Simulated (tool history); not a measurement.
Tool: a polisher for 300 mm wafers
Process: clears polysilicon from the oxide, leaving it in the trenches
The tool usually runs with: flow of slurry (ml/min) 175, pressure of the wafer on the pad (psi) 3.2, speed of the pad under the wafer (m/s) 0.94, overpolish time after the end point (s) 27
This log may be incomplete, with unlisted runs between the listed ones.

run    hour  flow of slurry (ml/min)  pressure of the wafer on the pad (psi)  speed of the pad under the wafer (m/s)  overpolish time after the end point (s)  incoming thickness of the incoming film, nm  time until the end point was called (s)
  1     0.0                      175                                     3.2                                    0.94                                       27                                        553.5                                     42.9
  2    75.6                      175                                     3.5                                    0.94                                       27                                        541.3                                     37.8
      100.6  -- worn pad replaced by a new one
  3   129.5                      175                                     3.5                                    0.94                                       27                                        542.5                                     38.9
  4   206.7                      175                                     2.7                                    0.94                                       27                                        553.7                                     52.2
      228.0  -- slurry nozzle cleaned
  5   267.2                      175                                     3.2                                    1.18                                       27                                        555.9                                     35.7
  6   346.8                      175                                     3.2                                    1.18                                       27                                        548.3                                     34.9
  7   448.3                      175                                     3.2                                    0.94                                       27                                        546.3                                     43.7
  8   519.3                      175                                     3.2                                    0.94                                       27                                        553.4                                     44.5
      557.9  -- worn pad replaced by a new one
  9   562.5                      175                                     3.2                                    0.94                                       27                                        559.1                                     45.4
      685.2  -- head pressure recalibrated
 10   741.1                      175                                     3.2                                    0.94                                       27                                        558.9                                     48.5
      789.4  -- slurry nozzle cleaned
 11   791.8                      175                                     3.2                                    1.08                                       27                                        550.8                                     41.3
 12   893.8                      175                                     3.2                                    1.08                                       27                                        560.4                                     43.0
 13   997.2                      175                                     3.2                                    1.08                                       27                                        540.2                                     41.1
     1028.9  -- worn pad replaced by a new one
 14  1078.1                      175                                     3.2                                    0.94                                       27                                        550.8                                     49.5
 15  1145.2                      175                                     3.2                                    0.94                                       27                                        553.9                                     49.3
 16  1241.9                      175                                     3.2                                    0.94                                       27                                        545.9                                     49.2
     1307.6  -- head pressure recalibrated, repeated, since the last time left the tool worse
 17  1343.9                      175                                     3.2                                    1.16                                       27                                        550.0                                     33.8

Run 18, settings as shown, results not yet in. Your forecast:
     1372.5  -- slurry nozzle cleaned
 18  1430.7                      120                                     3.2                                    0.94                                       27                                        539.3                                        ?

time until the end point was called (s): 42.8
Minus the tool's unlogged condition, the same run would have read time until the end point was called (s) 42.6.
